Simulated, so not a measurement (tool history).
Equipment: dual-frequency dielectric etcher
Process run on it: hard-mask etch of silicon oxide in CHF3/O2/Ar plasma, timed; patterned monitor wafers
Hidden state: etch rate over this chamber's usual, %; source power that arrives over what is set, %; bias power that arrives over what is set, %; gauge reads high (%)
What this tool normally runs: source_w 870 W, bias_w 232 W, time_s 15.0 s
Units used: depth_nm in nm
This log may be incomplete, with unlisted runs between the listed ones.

run,day,source_w,bias_w,time_s,wafers since the last listed run,hours since the last wet clean,hours since the last source power generator calibration,hours since the last bias power generator calibration,hours since the last upper electrode change,hours since the gauge calibration,"read-back reference wafer on the same gauge, depth_nm",depth_nm
1,0.000,870,232,11.5,0,54.7,938.9,1581.0,2874.9,1432.4,32.58,29.66
2,5.788,870,232,11.5,2286,193.6,1077.8,1719.9,3013.8,1571.3,32.57,29.25
3,7.225,870,232,11.5,567,228.1,1112.3,1754.4,3048.3,1605.8,32.60,29.24
4,8.329,870,232,15.0,436,254.6,1138.8,1780.9,3074.8,1632.3,32.67,37.60
5,10.288,870,232,15.0,773,301.6,1185.8,1827.9,3121.8,1679.3,32.59,37.58
# day 10.992: gauge calibrated
6,11.333,870,232,15.0,413,326.7,1210.9,1853.0,3146.9,8.2,32.61,37.69
7,13.575,870,232,15.0,885,380.5,1264.7,1906.8,3200.7,62.0,32.56,38.29
8,15.971,870,232,15.0,946,438.0,1322.2,1964.3,3258.2,119.5,32.58,38.39
# day 17.875: wet clean of the chamber
9,18.471,870,232,15.0,592,14.3,1382.2,2024.3,3318.2,179.5,32.58,38.00
10,19.667,870,232,15.0,472,43.0,1410.9,2053.0,3346.9,208.2,32.60,37.78
# day 22.371: bias power generator calibrated
11,22.621,1050,232,15.0,1101,113.9,1481.8,6.0,3417.8,279.1,32.63,42.16
12,23.817,870,232,15.0,472,142.6,1510.5,34.7,3446.5,307.8,32.58,37.39
13,26.083,870,232,15.0,895,197.0,1564.9,89.1,3500.9,362.2,32.63,37.48
14,27.192,870,273,18.0,437,223.6,1591.5,115.7,3527.5,388.8,32.62,48.02
15,29.883,1000,199,13.0,1063,288.2,1656.1,180.3,3592.1,453.4,32.59,33.96
16,32.379,870,232,15.0,985,348.1,1716.0,240.2,3652.0,513.3,32.58,37.99
17,35.288,790,232,15.0,1148,417.9,1785.8,310.0,3721.8,583.1,32.56,35.71
18,37.479,780,256,11.0,865,470.5,1838.4,362.6,3774.4,635.7,32.56,26.98
# day 38.550: wet clean of the chamber
19,39.767,870,232,18.0,508,29.2,1893.3,417.5,3829.3,690.6,32.61,45.82
20,40.775,770,279,17.5,398,53.4,1917.5,441.7,3853.5,714.8,32.57,43.82
21,43.029,1060,281,13.5,890,107.5,1971.6,495.8,3907.6,768.9,32.60,40.44
# day 44.100: upper electrode replaced
# day 44.679: source power generator calibrated
22,45.129,950,194,15.0,368,157.9,10.8,546.2,24.7,819.3,32.63,39.14

Forecast run 23:
23,46.542,870,262,17.0,557,191.8,44.7,580.1,58.6,853.2,?,?

Run 23 yielded read-back reference wafer on the same gauge, depth_nm 32.60, depth_nm 46.36 nm.
Without the tool's hidden state the same run would have given depth_nm 46.39 nm.
